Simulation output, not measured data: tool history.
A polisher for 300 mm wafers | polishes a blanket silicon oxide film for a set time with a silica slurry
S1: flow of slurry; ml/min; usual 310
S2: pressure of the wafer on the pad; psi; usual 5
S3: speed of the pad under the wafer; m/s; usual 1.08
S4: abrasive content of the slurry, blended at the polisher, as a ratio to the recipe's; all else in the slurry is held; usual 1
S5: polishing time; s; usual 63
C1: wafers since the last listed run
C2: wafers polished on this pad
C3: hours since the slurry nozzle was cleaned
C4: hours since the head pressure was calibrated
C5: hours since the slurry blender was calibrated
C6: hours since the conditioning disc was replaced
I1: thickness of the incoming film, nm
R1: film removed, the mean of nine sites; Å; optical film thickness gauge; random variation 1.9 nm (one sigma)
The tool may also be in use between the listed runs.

run    hour   S1   S2    S3    S4  S5   C1    C2     C3     C4     C5     C6      I1    R1
  1       0  310    5  1.08     1  63    0  1661  702.3  654.7  312.2    110    1491  2471
       23.8  -- head pressure recalibrated
       46.6  -- slurry blender recalibrated
  2    50.3  310    5  0.94     1  63  352  2013  752.6   26.5    3.7  160.3    1499  2452
       72.2  -- slurry nozzle cleaned
       77.7  -- worn pad replaced by a new one
  3   112.5  310    5  0.94     1  63  434   264   40.3   88.7   65.9  222.5  1496.6  2385
  4   170.6  310    5  0.94     1  63  441   706   98.4  146.8    124  280.6  1490.4  2364
  5   210.2  310    5  1.08     1  63  301  1007    138  186.4  163.6  320.2  1469.5  2573
      245.3  -- conditioning disc replaced and pad reconditioned
  6   276.5  310    5  1.08     1  63  488  1496  204.3  252.7  229.9   31.2  1499.5  2544
  7   314.1  230    5   0.9  1.25  63  285  1782  241.9  290.3  267.5   68.8  1498.6  2505
  8   347.8  310    5  1.08     1  63  256  2038  275.6    324  301.2  102.5  1515.6  2509
  9   386.9  255    5  1.44     1  63  297  2336  314.7  363.1  340.3  141.6  1491.7  2982
      414.7  -- slurry blender recalibrated
 10   426.4  310    5  1.08   1.2  63  285  2621  354.2  402.6   11.7  181.1  1503.2  2913
      452.1  -- worn pad replaced by a new one, of another model than before
 11   455.6  310    5  1.08     1  63  191    26  383.4  431.8   40.9  210.3  1491.8  2612
 12   501.4  310    5  1.08     1  63  348   374  429.2  477.6   86.7  256.1  1491.8  2591
 13   562.6  310    5  1.08     1  63  465   840  490.4  538.8  147.9  317.3  1478.8  2570
        578  -- conditioning disc replaced and pad reconditioned
 14   599.9  350  3.9   0.9     1  63  268  1108  527.7  576.1  185.2   21.9    1484  2014
 15   628.3  310  3.7  1.08     1  47  215  1324  556.1  604.5  213.6   50.3  1481.7  1668
 16   653.5  310    5  1.08     1  63  191  1516  581.3  629.7  238.8   75.5  1503.9  2510
 17   680.8  360    5  1.08   0.8  79  207  1723  608.6    657  266.1  102.8  1512.1  2821
      707.5  -- slurry blender recalibrated
      752.2  -- head pressure recalibrated
 18   752.7  310    5  1.08     1  63  516  2240  680.5    0.5   45.2  174.7  1498.1  2616
 19   776.8  310    5  1.08     1  81  183  2423  704.6   24.6   69.3  198.8  1486.9  3381
      805.7  -- worn pad replaced by a new one
 20   820.6  310    5  0.82  0.75  63  302   113  748.4   68.4  113.1  242.6  1508.1  1689
 21   866.9  310  6.1  1.08   1.1  63  352   465  794.7  114.7  159.4  288.9  1516.8  2947
      928.1  -- slurry nozzle cleaned
 22     930  310    5  1.08     1  63  472   937    1.9  177.8  222.5    352  1501.7  2493
      941.4  -- conditioning disc replaced and pad reconditioned
 23   958.9  235    5  1.08     1  63  204  1142   30.8  206.7  251.4   17.5  1533.1  2384
 24  1008.4  240  6.5  1.08  0.75  49  376  1518   80.3  256.2  300.9     67  1507.2  1753

5 ways to go on from here, each from the tool as it stands after run 24. What would each give?
  A  1008.8  310  5.6  1.08     1  63   3  1522  80.7  256.6  301.3  67.4  1525.6   ?
  B  1008.8  310    6  1.08  1.15  63   3  1522  80.7  256.6  301.3  67.4  1525.6   ?
  C  1008.8  310    5  1.08   0.8  57   3  1522  80.7  256.6  301.3  67.4  1525.6   ?
  D  1008.8  230    5  0.86     1  63   3  1522  80.7  256.6  301.3  67.4  1525.6   ?
  E  1008.8  410    5  1.08   1.2  63   3  1522  80.7  256.6  301.3  67.4  1525.6   ?

run    R1
  A  2660
  B  2978
  C  1972
  D  1960
  E  2866
Without the tool's hidden state the same runs would have given:
run    R1
  A  2853
  B  3175
  C  2137
  D  2103
  E  3050
